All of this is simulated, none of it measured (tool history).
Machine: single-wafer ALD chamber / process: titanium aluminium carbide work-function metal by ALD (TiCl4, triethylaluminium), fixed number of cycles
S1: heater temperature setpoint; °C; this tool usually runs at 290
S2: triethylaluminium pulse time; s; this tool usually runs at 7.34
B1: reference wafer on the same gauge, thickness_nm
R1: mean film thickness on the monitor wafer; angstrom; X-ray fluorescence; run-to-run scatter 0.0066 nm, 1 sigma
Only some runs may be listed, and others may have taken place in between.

Run 1, day 0: usual settings but S1 285 °C; B1 2.01. Result: R1 18.24 angstrom.
Run 2, day 1.771: usual settings; B1 2.009. Result: R1 18.72 angstrom.
Run 3, day 3.183: usual settings; B1 2.01. Result: R1 18.65 angstrom.
Run 4, day 5.042: usual settings; B1 2.01. Result: R1 18.62 angstrom.
Run 5, day 13.708: usual settings but S1 281 °C; B1 2.01. Result: R1 17.81 angstrom.
At day 18.117: triethylaluminium bottle replaced.
Run 6, day 20.279: usual settings but S2 5.75 s; B1 2.01. Result: R1 17.55 angstrom.
At day 22.179: showerhead replaced.
Run 7, day 22.2: usual settings; B1 2.011. Result: R1 18.73 angstrom.
At day 22.996: thermocouple changed; heater temperature recalibrated.
Run 8, day 24.571: usual settings; B1 2.01. Result: R1 18.32 angstrom.
Run 9, day 26.246: usual settings but S2 9.2 s; B1 2.011. Result: R1 19.19 angstrom.
Run 10, day 28.617: usual settings but S2 9.2 s; B1 2.009. Result: R1 19.27 angstrom.
Run 11, day 31.325: usual settings but S1 300 °C, S2 8.02 s; B1 2.012. Result: R1 19.32 angstrom.
At day 31.571: gauge calibrated.
Run 12, day 33.062: usual settings but S1 300 °C, S2 8.02 s; B1 2.01. Result: R1 19.39 angstrom.
Run 13, day 35.875: usual settings; B1 2.008. Result: R1 18.24 angstrom.
Run 14, day 37.538: usual settings but S1 283 °C; B1 2.009. Result: R1 17.59 angstrom.
At day 39.317: triethylaluminium bottle replaced.
Run 15, day 40.108: usual settings but S2 5.5 s; B1 2.009. Result: R1 16.92 angstrom.
Run 16, day 42.588: usual settings but S1 284 °C, S2 9.31 s; B1 2.011. Result: R1 19.01 angstrom.
Run 17, day 43.821: usual settings but S1 302 °C, S2 5.85 s; B1 2.01. Result: R1 17.98 angstrom.
Run 18, day 44.979: usual settings; B1 2.009. Result: R1 18.44 angstrom.
Run 19, day 47.671: usual settings but S1 297 °C, S2 4.68 s; B1 2.011. Result: R1 15.83 angstrom.
Run 20, day 50.108: usual settings but S1 297 °C, S2 8.31 s; B1 2.011. Result: R1 19.25 angstrom.
Run 21, day 51.171: usual settings but S1 299 °C, S2 6.07 s; B1 2.01. Result: R1 17.91 angstrom.
Run 22, day 53.075: usual settings but S1 300 °C, S2 4.8 s; B1 2.01. Result: R1 15.94 angstrom.
Run 23, day 54.154: usual settings; B1 2.011. Result: R1 18.29 angstrom.
Run 24, day 56.5: usual settings but S1 301 °C, S2 9.45 s; B1 2.01. Result: R1 20.19 angstrom.
Run 25, day 58.854: usual settings but S1 301 °C, S2 5.17 s; B1 2.009. Result: R1 16.62 angstrom.
Run 26, day 60.896: usual settings but S1 277 °C, S2 5.02 s; B1 2.01. Result: R1 14.97 angstrom.

Predict each of these 3 candidate next runs independently; none follows another, all start after run 26:
Run A, day 60.912: usual settings but S2 4.78 s; B1 ?. Result: R1 ?.
Run B, day 60.912: usual settings but S2 4.51 s; B1 ?. Result: R1 ?.
Run C, day 60.912: usual settings but S1 301 °C, S2 9.58 s; B1 ?. Result: R1 ?.

run    B1     R1
  A  2.01   15.4
  B  2.01  14.92
  C  2.01  20.36
Stripped of hidden state, with their random variation kept, the same runs would have yielded:
run     R1
  A  16.02
  B  15.57
  C  20.44
